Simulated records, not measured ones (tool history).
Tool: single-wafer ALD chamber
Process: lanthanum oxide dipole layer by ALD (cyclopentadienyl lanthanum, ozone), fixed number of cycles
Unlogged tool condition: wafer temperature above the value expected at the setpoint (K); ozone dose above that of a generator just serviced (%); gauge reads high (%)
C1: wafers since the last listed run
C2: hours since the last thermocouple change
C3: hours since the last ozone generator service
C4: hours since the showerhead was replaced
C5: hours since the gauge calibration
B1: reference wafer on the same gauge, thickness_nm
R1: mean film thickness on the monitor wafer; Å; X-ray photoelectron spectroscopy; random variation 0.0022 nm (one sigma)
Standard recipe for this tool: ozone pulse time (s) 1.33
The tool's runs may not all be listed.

{"run": 1, "day": 0.0, "ozone pulse time (s)": 1.02, "C1": 0, "C2": 1341.2, "C3": 1038.1, "C4": 4079.1, "C5": 492.8, "B1": 0.655, "R1": 5.18}
{"run": 2, "day": 4.238, "ozone pulse time (s)": 1.02, "C1": 1122, "C2": 1442.9, "C3": 1139.8, "C4": 4180.8, "C5": 594.5, "B1": 0.654, "R1": 5.14}
{"run": 3, "day": 6.488, "ozone pulse time (s)": 1.02, "C1": 595, "C2": 1496.9, "C3": 1193.8, "C4": 4234.8, "C5": 648.5, "B1": 0.655, "R1": 5.14}
{"run": 4, "day": 9.888, "ozone pulse time (s)": 0.9, "C1": 900, "C2": 1578.5, "C3": 1275.4, "C4": 4316.4, "C5": 730.1, "B1": 0.655, "R1": 4.95}
{"run": 5, "day": 12.725, "ozone pulse time (s)": 0.9, "C1": 751, "C2": 1646.6, "C3": 1343.5, "C4": 4384.5, "C5": 798.2, "B1": 0.655, "R1": 4.95}
{"run": 6, "day": 17.15, "ozone pulse time (s)": 1.75, "C1": 1172, "C2": 1752.8, "C3": 1449.7, "C4": 4490.7, "C5": 904.4, "B1": 0.655, "R1": 5.82}
{"day": 20.146, "done": "showerhead replaced"}
{"run": 7, "day": 20.25, "ozone pulse time (s)": 1.75, "C1": 732, "C2": 1827.2, "C3": 1524.1, "C4": 2.5, "C5": 978.8, "B1": 0.655, "R1": 5.81}
{"day": 20.333, "done": "gauge calibrated"}
{"run": 8, "day": 23.471, "ozone pulse time (s)": 1.33, "C1": 853, "C2": 1904.5, "C3": 1601.4, "C4": 79.8, "C5": 75.3, "B1": 0.655, "R1": 5.52}
{"day": 25.704, "done": "thermocouple changed; heater temperature recalibrated"}
{"run": 9, "day": 25.725, "ozone pulse time (s)": 1.33, "C1": 508, "C2": 0.5, "C3": 1655.5, "C4": 133.9, "C5": 129.4, "B1": 0.654, "R1": 5.45}

Run 10, settings as shown, results not yet in. Your forecast:
{"run": 10, "day": 28.242, "ozone pulse time (s)": 1.33, "C1": 666, "C2": 60.9, "C3": 1715.9, "C4": 194.3, "C5": 189.8, "B1": "?", "R1": "?"}

B1: 0.655
R1: 5.45 Å
Had the tool carried no hidden state, the very same run would have given R1 5.85 Å.

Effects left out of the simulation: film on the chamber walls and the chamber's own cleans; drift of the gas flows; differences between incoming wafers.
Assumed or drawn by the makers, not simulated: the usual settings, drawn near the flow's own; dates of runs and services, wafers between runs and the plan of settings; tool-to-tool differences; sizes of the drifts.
